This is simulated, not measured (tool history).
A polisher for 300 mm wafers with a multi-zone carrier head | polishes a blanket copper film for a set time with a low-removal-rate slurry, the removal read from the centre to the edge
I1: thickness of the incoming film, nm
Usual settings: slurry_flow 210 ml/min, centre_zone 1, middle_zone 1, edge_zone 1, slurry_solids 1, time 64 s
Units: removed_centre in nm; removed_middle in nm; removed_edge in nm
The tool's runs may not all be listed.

Run 1, hour 0: usual settings but slurry_flow 175 ml/min; I1 956.1. Result: removed_centre 177.7 nm, removed_middle 181.7 nm, removed_edge 179.9 nm.
At hour 10.5: slurry nozzle cleaned.
Run 2, hour 25.9: usual settings but slurry_flow 175 ml/min; I1 949.2. Result: removed_centre 182.4 nm, removed_middle 178.1 nm, removed_edge 178.7 nm.
Run 3, hour 54.1: usual settings but centre_zone 1.1, middle_zone 1.07; I1 951.2. Result: removed_centre 202.6 nm, removed_middle 193.7 nm, removed_edge 182.4 nm.
At hour 62.6: worn pad replaced by a new one.
At hour 84.7: edge zone pressure recalibrated.
Run 4, hour 92.6: usual settings but slurry_flow 255 ml/min; I1 939. Result: removed_centre 210.1 nm, removed_middle 204.8 nm, removed_edge 203.3 nm.
Run 5, hour 138.3: usual settings; I1 951.5. Result: removed_centre 193.1 nm, removed_middle 195.7 nm, removed_edge 192.8 nm.
Run 6, hour 163: usual settings; I1 951.8. Result: removed_centre 190.5 nm, removed_middle 187.7 nm, removed_edge 186.2 nm.
Run 7, hour 224.9: usual settings but middle_zone 1.03; I1 963.4. Result: removed_centre 183.5 nm, removed_middle 187.3 nm, removed_edge 187.5 nm.
Run 8, hour 275.4: usual settings but slurry_flow 190 ml/min; I1 950.5. Result: removed_centre 180.3 nm, removed_middle 179.9 nm, removed_edge 184.8 nm.
At hour 302: worn pad replaced by a new one.
Run 9, hour 315.4: usual settings but slurry_solids 1.1; I1 952.2. Result: removed_centre 204.4 nm, removed_middle 211.1 nm, removed_edge 211.4 nm.
Run 10, hour 370.2: usual settings but slurry_flow 245 ml/min, time 45 s; I1 939. Result: removed_centre 139.7 nm, removed_middle 140.6 nm, removed_edge 139.3 nm.
Run 11, hour 404.7: usual settings; I1 947.6. Result: removed_centre 191.5 nm, removed_middle 190.7 nm, removed_edge 190.1 nm.
Run 12, hour 462.7: usual settings but time 82 s; I1 946. Result: removed_centre 236.5 nm, removed_middle 243.2 nm, removed_edge 238.8 nm.
Run 13, hour 531.5: usual settings; I1 951.9. Result: removed_centre 184.4 nm, removed_middle 181.8 nm, removed_edge 181.4 nm.
Run 14, hour 593.8: usual settings; I1 941.1. Result: removed_centre 183.1 nm, removed_middle 181.5 nm, removed_edge 181.8 nm.
At hour 607: slurry nozzle cleaned.
At hour 611: worn pad replaced by a new one.
At hour 645.9: carrier head's membrane replaced by a new one.
Run 15, hour 657.8: usual settings but middle_zone 1.07, slurry_solids 0.85; I1 958.4. Result: removed_centre 184.6 nm, removed_middle 193.2 nm, removed_edge 184.2 nm.
Run 16, hour 727.9: usual settings but edge_zone 1.05; I1 949.6. Result: removed_centre 187.7 nm, removed_middle 187 nm, removed_edge 189.7 nm.
Run 17, hour 766.9: usual settings; I1 963.8. Result: removed_centre 178.9 nm, removed_middle 181.3 nm, removed_edge 182.7 nm.
Run 18, hour 808.5: usual settings but slurry_flow 155 ml/min, centre_zone 0.9, middle_zone 0.89, slurry_solids 0.8; I1 942. Result: removed_centre 141.4 nm, removed_middle 143.4 nm, removed_edge 161.2 nm.
Run 19, hour 847: usual settings but time 54 s; I1 964.8. Result: removed_centre 152.9 nm, removed_middle 152.2 nm, removed_edge 152.2 nm.

Run 20 comes next. What will it give?
At hour 891.2: worn pad replaced by a new one.
Run 20, hour 896.5: usual settings but centre_zone 1.07, edge_zone 1.12, time 83 s; I1 954.2. Result: removed_centre ?, removed_middle ?, removed_edge ?.

{"run 20": {"removed_centre": 286.5, "removed_middle": 270.8, "removed_edge": 280.7}}
Without the tool's hidden state the same run would have given removed_centre 290 nm, removed_middle 274.1 nm, removed_edge 284.1 nm.
